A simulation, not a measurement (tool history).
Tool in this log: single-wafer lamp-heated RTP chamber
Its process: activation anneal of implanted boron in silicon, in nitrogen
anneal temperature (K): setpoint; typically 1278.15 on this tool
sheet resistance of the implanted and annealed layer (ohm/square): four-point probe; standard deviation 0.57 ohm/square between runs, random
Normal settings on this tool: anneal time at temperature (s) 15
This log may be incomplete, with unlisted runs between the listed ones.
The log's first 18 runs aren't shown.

run,day,anneal temperature (K),anneal time at temperature (s),wafers since the last listed run,wafers since the last pyrometer calibration,wafers since the reflector plate was cleaned,hours since the gauge calibration,"read-back reference wafer on the same gauge, sheet resistance",sheet resistance of the implanted and annealed layer (ohm/square)
19,62.117,1296.15,13,1826,8387,2177,273.5,305.05,375.57
20,64.604,1278.15,15,1187,9575,3365,333.2,304.98,376.85
# day 66.938: pyrometer window cleaned and pyrometer calibrated
21,66.958,1278.15,19,964,10,4330,389.7,305.07,378.97
22,69.212,1305.15,15,1076,1086,5406,443.8,305.05,375.44
23,73.179,1303.15,20,1893,2980,7300,539.0,305.23,374.20
24,76.929,1255.15,15,1790,4770,9091,629.0,305.13,386.16
25,79.808,1257.15,6,1374,6145,10465,698.1,305.14,387.76
26,81.808,1278.15,15,954,7100,11420,746.1,304.96,377.39
27,83.633,1307.15,23,871,7972,12292,789.9,304.92,373.29
# day 84.525: reflector plate cleaned
28,86.667,1255.15,9,1289,9261,1023,862.7,304.98,385.21
29,90.100,1261.15,15,1639,10900,2662,945.1,304.98,380.29
# day 91.842: pyrometer window cleaned and pyrometer calibrated
30,93.425,1261.15,7,1428,756,4091,1024.9,305.23,391.25
31,96.383,1278.15,11,1412,2169,5503,1095.9,305.02,379.02
32,99.892,1308.15,15,1675,3844,7178,1180.1,305.07,375.33
33,102.558,1278.15,15,1273,5117,8452,1244.1,304.80,377.06
34,104.442,1286.15,8,899,6016,9351,1289.3,304.86,376.73
# day 106.217: reflector plate cleaned
35,106.921,1300.15,19,1024,7041,335,1348.8,304.88,374.52
36,110.862,1278.15,15,1882,8923,2217,1443.4,305.00,377.59

4 ways to go on from here, each from the tool as it stands after run 36. What would each give?
A,110.879,1278.15,15,7,8931,2225,1443.8,?,?
B,110.879,1268.15,15,7,8931,2225,1443.8,?,?
C,110.879,1299.15,21,7,8931,2225,1443.8,?,?
D,110.879,1266.15,6,7,8931,2225,1443.8,?,?

run,"read-back reference wafer on the same gauge, sheet resistance",sheet resistance of the implanted and annealed layer (ohm/square)
A,305.03,377.29
B,305.03,379.13
C,305.03,375.22
D,305.03,382.74
Stripped of hidden state, with their random variation kept, the same runs would have yielded:
run,sheet resistance of the implanted and annealed layer (ohm/square)
A,379.58
B,383.45
C,375.80
D,389.03

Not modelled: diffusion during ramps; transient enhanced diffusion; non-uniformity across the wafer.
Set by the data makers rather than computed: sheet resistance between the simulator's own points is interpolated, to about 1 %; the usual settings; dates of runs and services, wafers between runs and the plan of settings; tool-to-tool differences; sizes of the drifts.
